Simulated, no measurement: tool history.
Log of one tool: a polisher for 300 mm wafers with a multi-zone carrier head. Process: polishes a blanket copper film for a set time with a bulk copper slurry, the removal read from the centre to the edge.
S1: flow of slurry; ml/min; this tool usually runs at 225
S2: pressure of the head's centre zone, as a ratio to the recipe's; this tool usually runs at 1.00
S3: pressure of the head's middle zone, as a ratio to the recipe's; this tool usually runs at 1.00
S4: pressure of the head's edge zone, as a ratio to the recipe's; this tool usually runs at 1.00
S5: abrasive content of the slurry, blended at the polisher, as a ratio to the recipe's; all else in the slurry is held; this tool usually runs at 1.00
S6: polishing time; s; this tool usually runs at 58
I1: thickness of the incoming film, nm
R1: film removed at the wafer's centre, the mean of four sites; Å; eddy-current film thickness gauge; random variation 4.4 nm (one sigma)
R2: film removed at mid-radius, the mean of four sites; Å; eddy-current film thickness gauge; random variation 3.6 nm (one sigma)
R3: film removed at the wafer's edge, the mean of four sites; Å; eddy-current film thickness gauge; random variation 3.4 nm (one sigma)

run    hour   S1    S2    S3    S4    S5  S6      I1    R1    R2    R3
  1     0.0  225  1.00  1.00  1.00  1.00  58  4668.8  4582  4375  4323
       41.0  -- edge zone pressure recalibrated
  2   105.2  225  1.00  1.00  1.00  1.00  58  4655.8  4368  4267  4252
      130.1  -- centre zone pressure recalibrated
  3   179.9  225  1.00  1.00  0.90  1.00  58  4647.4  4437  4258  4024
      259.4  -- worn pad replaced by a new one
  4   259.9  225  1.08  1.00  1.00  1.00  58  4673.8  4440  4002  4011
  5   347.5  225  1.00  1.00  1.00  1.00  58  4591.4  4042  3915  3891
  6   405.4  225  1.00  1.00  1.00  1.00  58  4634.0  3950  3890  3822
      445.1  -- edge zone pressure recalibrated
  7   445.6  225  1.00  1.00  1.00  1.00  58  4628.7  4030  3862  3860
  8   518.6  225  1.00  1.00  1.00  0.80  58  4688.8  3921  3708  3657
      534.2  -- centre zone pressure recalibrated
  9   593.1  265  1.00  1.00  1.00  1.00  58  4729.4  4021  3847  3798
      620.9  -- worn pad replaced by a new one, repeated, since the last time left the tool worse
      656.0  -- slurry nozzle cleaned
 10   670.1  225  1.00  1.00  1.00  1.00  58  4656.0  4508  4425  4380
      739.5  -- carrier head's membrane replaced by a new one
 11   760.5  225  1.00  1.00  1.00  1.25  58  4674.6  4650  4477  4434
 12   838.1  225  1.00  1.00  1.00  1.00  58  4729.1  4496  4328  4266
      863.2  -- edge zone pressure recalibrated
      864.2  -- centre zone pressure recalibrated
 13   883.4  225  1.10  1.00  1.00  1.00  58  4696.3  4853  4325  4251
 14   974.7  175  1.00  1.10  1.09  1.15  58  4672.1  4339  4550  4408
     1000.8  -- worn pad replaced by a new one
 15  1064.3  225  1.00  1.00  1.00  1.00  58  4777.5  4566  4368  4409
 16  1131.2  225  1.00  1.00  1.00  1.00  78  4649.9  6097  5834  5750
     1224.7  -- centre zone pressure recalibrated
 17  1228.4  150  1.00  1.00  1.00  1.15  77  4600.0  5729  5454  5490
     1248.9  -- edge zone pressure recalibrated
 18  1275.2  225  1.12  0.89  1.00  1.00  58  4712.2  4962  3836  4213
 19  1343.1  225  1.00  1.00  1.10  1.00  58  4687.6  4304  4334  4400
     1372.3  -- worn pad replaced by a new one
 20  1392.7  225  1.00  0.92  1.00  0.75  64  4679.7  4917  4367  4712
 21  1435.3  225  1.00  1.00  1.06  1.00  58  4682.0  4500  4340  4419
     1453.6  -- slurry nozzle cleaned
     1460.6  -- carrier head's membrane replaced by a new one
 22  1497.0  225  1.00  1.00  1.00  1.00  44  4716.3  3421  3242  3231

For some of the steps in R1 from one run to the next: how much would appear even if the tool had no hidden state, given the settings, what came in and random variation, and how much remains for the hidden state plus any gauge scatter that the measured result and the result without hidden state don't share?
Hidden conditions of the tool in this case: removal rate lost through wear of the pad, %; slurry flow missing at the pad, %; deviation of the centre zone's pressure from its setpoint, %; deviation of the edge zone's pressure from its setpoint, %.
Run 3 -> 4: S2 1.00 -> 1.08, S4 0.90 -> 1.00, worn pad replaced by a new one. R1 +3 Å: hidden state -268, all else +271.
Run 9 -> 10: S1 265 -> 225, worn pad replaced by a new one, repeated, since the last time left the tool worse, slurry nozzle cleaned. R1 +487 Å: hidden state +656, all else -169.
Run 15 -> 16: S6 58 -> 78. R1 +1531 Å: hidden state -127, all else +1658.
Run 21 -> 22: S4 1.06 -> 1.00, S6 58 -> 44, slurry nozzle cleaned, carrier head's membrane replaced by a new one. R1 -1079 Å: hidden state -15, all else -1064.
